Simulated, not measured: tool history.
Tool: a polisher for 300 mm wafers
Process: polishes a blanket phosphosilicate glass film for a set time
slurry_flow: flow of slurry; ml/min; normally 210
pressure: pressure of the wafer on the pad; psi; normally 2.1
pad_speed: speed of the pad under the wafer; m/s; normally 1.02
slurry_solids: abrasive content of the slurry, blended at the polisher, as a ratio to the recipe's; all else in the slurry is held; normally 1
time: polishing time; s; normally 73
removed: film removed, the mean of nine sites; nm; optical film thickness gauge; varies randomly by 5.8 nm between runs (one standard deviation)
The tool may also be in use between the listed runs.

run	hour	slurry_flow	pressure	pad_speed	slurry_solids	time	wafers since the last listed run	wafers polished on this pad	hours since the slurry nozzle was cleaned	hours since the head pressure was calibrated	hours since the slurry blender was calibrated	hours since the conditioning disc was replaced	incoming thickness of the incoming film, nm	removed
1	0	210	2.1	1.02	1	73	0	1057	330.4	1248.6	195.8	311.8	2203.7	419.5
# hour 17.5: slurry nozzle cleaned
2	20.3	210	2.1	1.02	1	73	207	1265	2.8	1268.9	216.1	332.1	2220	427.4
3	53.7	210	2.1	1.02	1	73	359	1624	36.2	1302.3	249.5	365.5	2182.8	417.1
# hour 82.1: worn pad replaced by a new one
# hour 109.6: slurry blender recalibrated
4	118	210	2.1	1.02	0.95	73	626	364	100.5	1366.6	8.4	429.8	2201.7	413
5	151.8	250	2.1	1.02	1	73	363	728	134.3	1400.4	42.2	463.6	2158.9	435.6
6	172.6	210	2.1	1.02	1	73	223	951	155.1	1421.2	63	484.4	2185.1	435.6
7	203.9	210	2.1	0.78	0.85	73	336	1288	186.4	1452.5	94.3	515.7	2198.9	342.3
# hour 246.1: worn pad replaced by a new one
# hour 247.2: conditioning disc replaced and pad reconditioned
8	296.4	210	2.1	0.78	0.85	73	939	529	278.9	1545	186.8	49.2	2213.9	344.2
# hour 323.8: head pressure recalibrated
9	324.3	185	2.1	1.02	1	73	278	807	306.8	0.5	214.7	77.1	2169.1	456.2
10	357.2	210	2.1	1.02	1	92	353	1161	339.7	33.4	247.6	110	2197.3	581.8
11	373.6	210	2.1	1.02	1	73	176	1337	356.1	49.8	264	126.4	2228.2	469.4
# hour 383: slurry nozzle cleaned
# hour 385.5: worn pad replaced by a new one
12	395.7	210	2.8	1.28	1.2	91	200	110	12.7	71.9	286.1	148.5	2198.7	960.6
# hour 408.9: slurry blender recalibrated
13	410.5	210	2.1	1.02	1	73	137	247	27.5	86.7	1.6	163.3	2220.2	467.7

What does the tool deliver on the next run?
# hour 419.6: head pressure recalibrated, repeated, since the last time left the tool worse
14	426.3	150	2.1	1.38	1.2	85	148	396	43.3	6.7	17.4	179.1	2197.5	?

{"run 14": {"removed": 582.6}}
Were there no unlogged condition in the tool, this run, its random variation unchanged, would have produced removed 589.6 nm.

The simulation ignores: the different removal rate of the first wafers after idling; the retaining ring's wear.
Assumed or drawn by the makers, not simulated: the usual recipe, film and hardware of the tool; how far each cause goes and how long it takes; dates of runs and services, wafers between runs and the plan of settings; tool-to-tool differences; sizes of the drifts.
